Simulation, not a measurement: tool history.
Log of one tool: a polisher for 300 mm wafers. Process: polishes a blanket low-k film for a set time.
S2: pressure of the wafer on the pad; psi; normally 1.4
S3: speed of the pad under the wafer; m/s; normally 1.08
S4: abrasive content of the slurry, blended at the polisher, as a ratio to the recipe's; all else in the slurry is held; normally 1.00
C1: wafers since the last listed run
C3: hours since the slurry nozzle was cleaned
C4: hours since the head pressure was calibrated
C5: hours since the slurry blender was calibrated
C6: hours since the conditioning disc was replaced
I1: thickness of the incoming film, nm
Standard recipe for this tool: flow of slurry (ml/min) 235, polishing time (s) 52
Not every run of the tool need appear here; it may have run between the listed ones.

run 1 day=0.000 | flow_of_slurry_(ml/min)=235 S2=1.4 S3=1.08 S4=1.00 polishing_time_(s)=52 | C1=0 wafers_polished_on_this_pad=796 C3=405.6 C4=650.2 C5=290.1 C6=486.3 | I1=512.7 | film_removed_(angstrom)=151
-- day=0.321 conditioning disc replaced and pad reconditioned
run 2 day=0.438 | flow_of_slurry_(ml/min)=235 S2=1.4 S3=1.08 S4=1.00 polishing_time_(s)=52 | C1=61 wafers_polished_on_this_pad=857 C3=416.1 C4=660.7 C5=300.6 C6=2.8 | I1=511.3 | film_removed_(angstrom)=167
-- day=1.012 worn pad replaced by a new one
run 3 day=1.033 | flow_of_slurry_(ml/min)=235 S2=1.4 S3=0.90 S4=1.00 polishing_time_(s)=40 | C1=74 wafers_polished_on_this_pad=3 C3=430.4 C4=675.0 C5=314.9 C6=17.1 | I1=512.8 | film_removed_(angstrom)=113
run 4 day=1.650 | flow_of_slurry_(ml/min)=235 S2=1.2 S3=0.96 S4=1.00 polishing_time_(s)=65 | C1=106 wafers_polished_on_this_pad=110 C3=445.2 C4=689.8 C5=329.7 C6=31.9 | I1=509.5 | film_removed_(angstrom)=162
run 5 day=1.988 | flow_of_slurry_(ml/min)=235 S2=1.4 S3=0.92 S4=0.90 polishing_time_(s)=52 | C1=58 wafers_polished_on_this_pad=168 C3=453.3 C4=697.9 C5=337.8 C6=40.0 | I1=513.2 | film_removed_(angstrom)=138
run 6 day=2.412 | flow_of_slurry_(ml/min)=235 S2=1.4 S3=1.42 S4=0.85 polishing_time_(s)=52 | C1=73 wafers_polished_on_this_pad=242 C3=463.5 C4=708.1 C5=348.0 C6=50.2 | I1=516.7 | film_removed_(angstrom)=185
run 7 day=2.996 | flow_of_slurry_(ml/min)=275 S2=1.1 S3=1.42 S4=1.00 polishing_time_(s)=69 | C1=101 wafers_polished_on_this_pad=343 C3=477.5 C4=722.1 C5=362.0 C6=64.2 | I1=512.5 | film_removed_(angstrom)=211
-- day=3.379 slurry blender recalibrated
run 8 day=3.512 | flow_of_slurry_(ml/min)=175 S2=1.4 S3=0.72 S4=1.00 polishing_time_(s)=57 | C1=75 wafers_polished_on_this_pad=418 C3=489.9 C4=734.5 C5=3.2 C6=76.6 | I1=512.7 | film_removed_(angstrom)=130
-- day=4.025 slurry nozzle cleaned
run 9 day=4.046 | flow_of_slurry_(ml/min)=235 S2=1.4 S3=1.08 S4=1.25 polishing_time_(s)=52 | C1=85 wafers_polished_on_this_pad=504 C3=0.5 C4=747.3 C5=16.0 C6=89.4 | I1=503.5 | film_removed_(angstrom)=188
-- day=4.183 head pressure recalibrated
run 10 day=4.746 | flow_of_slurry_(ml/min)=235 S2=1.4 S3=1.08 S4=1.00 polishing_time_(s)=52 | C1=106 wafers_polished_on_this_pad=611 C3=17.3 C4=13.5 C5=32.8 C6=106.2 | I1=514.0 | film_removed_(angstrom)=166
run 11 day=5.421 | flow_of_slurry_(ml/min)=235 S2=1.4 S3=1.08 S4=1.00 polishing_time_(s)=43 | C1=117 wafers_polished_on_this_pad=728 C3=33.5 C4=29.7 C5=49.0 C6=122.4 | I1=507.4 | film_removed_(angstrom)=134
-- day=7.433 worn pad replaced by a new one
run 12 day=7.533 | flow_of_slurry_(ml/min)=235 S2=1.4 S3=0.72 S4=1.00 polishing_time_(s)=52 | C1=337 wafers_polished_on_this_pad=17 C3=84.2 C4=80.4 C5=99.7 C6=173.1 | I1=506.8 | film_removed_(angstrom)=122
run 13 day=7.838 | flow_of_slurry_(ml/min)=175 S2=1.7 S3=1.08 S4=1.10 polishing_time_(s)=52 | C1=52 wafers_polished_on_this_pad=70 C3=91.5 C4=87.7 C5=107.0 C6=180.4 | I1=507.9 | film_removed_(angstrom)=201
run 14 day=8.271 | flow_of_slurry_(ml/min)=235 S2=1.4 S3=1.08 S4=0.80 polishing_time_(s)=38 | C1=75 wafers_polished_on_this_pad=145 C3=101.9 C4=98.1 C5=117.4 C6=190.8 | I1=511.7 | film_removed_(angstrom)=104
run 15 day=8.683 | flow_of_slurry_(ml/min)=235 S2=1.4 S3=1.08 S4=1.10 polishing_time_(s)=52 | C1=71 wafers_polished_on_this_pad=216 C3=111.8 C4=108.0 C5=127.3 C6=200.7 | I1=509.6 | film_removed_(angstrom)=170
run 16 day=9.092 | flow_of_slurry_(ml/min)=275 S2=1.4 S3=1.30 S4=0.70 polishing_time_(s)=62 | C1=70 wafers_polished_on_this_pad=287 C3=121.6 C4=117.8 C5=137.1 C6=210.5 | I1=506.3 | film_removed_(angstrom)=172
run 17 day=9.762 | flow_of_slurry_(ml/min)=235 S2=1.4 S3=1.08 S4=1.00 polishing_time_(s)=52 | C1=116 wafers_polished_on_this_pad=404 C3=137.7 C4=133.9 C5=153.2 C6=226.6 | I1=511.9 | film_removed_(angstrom)=157
run 18 day=10.500 | flow_of_slurry_(ml/min)=235 S2=1.4 S3=1.38 S4=1.00 polishing_time_(s)=52 | C1=127 wafers_polished_on_this_pad=531 C3=155.4 C4=151.6 C5=170.9 C6=244.3 | I1=510.0 | film_removed_(angstrom)=194
run 19 day=11.038 | flow_of_slurry_(ml/min)=235 S2=1.4 S3=1.08 S4=0.75 polishing_time_(s)=52 | C1=93 wafers_polished_on_this_pad=625 C3=168.3 C4=164.5 C5=183.8 C6=257.2 | I1=515.1 | film_removed_(angstrom)=133
run 20 day=11.712 | flow_of_slurry_(ml/min)=310 S2=1.0 S3=1.44 S4=1.00 polishing_time_(s)=42 | C1=117 wafers_polished_on_this_pad=742 C3=184.5 C4=180.7 C5=200.0 C6=273.4 | I1=500.4 | film_removed_(angstrom)=120
run 21 day=12.046 | flow_of_slurry_(ml/min)=235 S2=1.4 S3=1.08 S4=1.00 polishing_time_(s)=52 | C1=57 wafers_polished_on_this_pad=800 C3=192.5 C4=188.7 C5=208.0 C6=281.4 | I1=510.1 | film_removed_(angstrom)=161
run 22 day=12.733 | flow_of_slurry_(ml/min)=235 S2=1.4 S3=1.08 S4=1.00 polishing_time_(s)=52 | C1=119 wafers_polished_on_this_pad=919 C3=209.0 C4=205.2 C5=224.5 C6=297.9 | I1=516.2 | film_removed_(angstrom)=161
run 23 day=13.471 | flow_of_slurry_(ml/min)=205 S2=1.4 S3=1.08 S4=1.00 polishing_time_(s)=52 | C1=127 wafers_polished_on_this_pad=1047 C3=226.7 C4=222.9 C5=242.2 C6=315.6 | I1=502.8 | film_removed_(angstrom)=154
-- day=13.912 worn pad replaced by a new one
run 24 day=14.021 | flow_of_slurry_(ml/min)=235 S2=1.6 S3=1.08 S4=0.85 polishing_time_(s)=59 | C1=66 wafers_polished_on_this_pad=18 C3=239.9 C4=236.1 C5=255.4 C6=328.8 | I1=503.9 | film_removed_(angstrom)=184
run 25 day=14.629 | flow_of_slurry_(ml/min)=235 S2=1.8 S3=1.08 S4=1.00 polishing_time_(s)=45 | C1=105 wafers_polished_on_this_pad=124 C3=254.5 C4=250.7 C5=270.0 C6=343.4 | I1=506.0 | film_removed_(angstrom)=175
run 26 day=15.242 | flow_of_slurry_(ml/min)=235 S2=1.2 S3=1.22 S4=1.00 polishing_time_(s)=52 | C1=106 wafers_polished_on_this_pad=230 C3=269.2 C4=265.4 C5=284.7 C6=358.1 | I1=515.8 | film_removed_(angstrom)=147

Across each entry between runs, compare the hidden state at the last listed run before it with the hidden state at the first listed run after it:
In the gap between runs 1 and 2: conditioning disc replaced and pad reconditioned (day 0.321)
  time polished since the conditioner stopped cutting, s: 346 -> 2.54
  measured less the result without the state, film removed (angstrom): -16 -> -1
In the gap between runs 2 and 3: worn pad replaced by a new one (day 1.012)
  time polished since the conditioner stopped cutting, s: 2.54 -> 2.87
  measured less the result without the state, film removed (angstrom): -1 -> +0
In the gap between runs 7 and 8: slurry blender recalibrated (day 3.379)
  time polished since the conditioner stopped cutting, s: 7.34 -> 9.38
  measured less the result without the state, film removed (angstrom): -1 -> +0
In the gap between runs 8 and 9: slurry nozzle cleaned (day 4.025)
  time polished since the conditioner stopped cutting, s: 9.38 -> 11.9
  measured less the result without the state, film removed (angstrom): +0 -> +0
In the gap between runs 9 and 10: head pressure recalibrated (day 4.183)
  time polished since the conditioner stopped cutting, s: 11.9 -> 15.7
  measured less the result without the state, film removed (angstrom): +0 -> -1
In the gap between runs 11 and 12: worn pad replaced by a new one (day 7.433)
  time polished since the conditioner stopped cutting, s: 20 -> 37.5
  measured less the result without the state, film removed (angstrom): -1 -> -1
In the gap between runs 23 and 24: worn pad replaced by a new one (day 13.912)
  time polished since the conditioner stopped cutting, s: 119 -> 129
  measured less the result without the state, film removed (angstrom): -5 -> -8
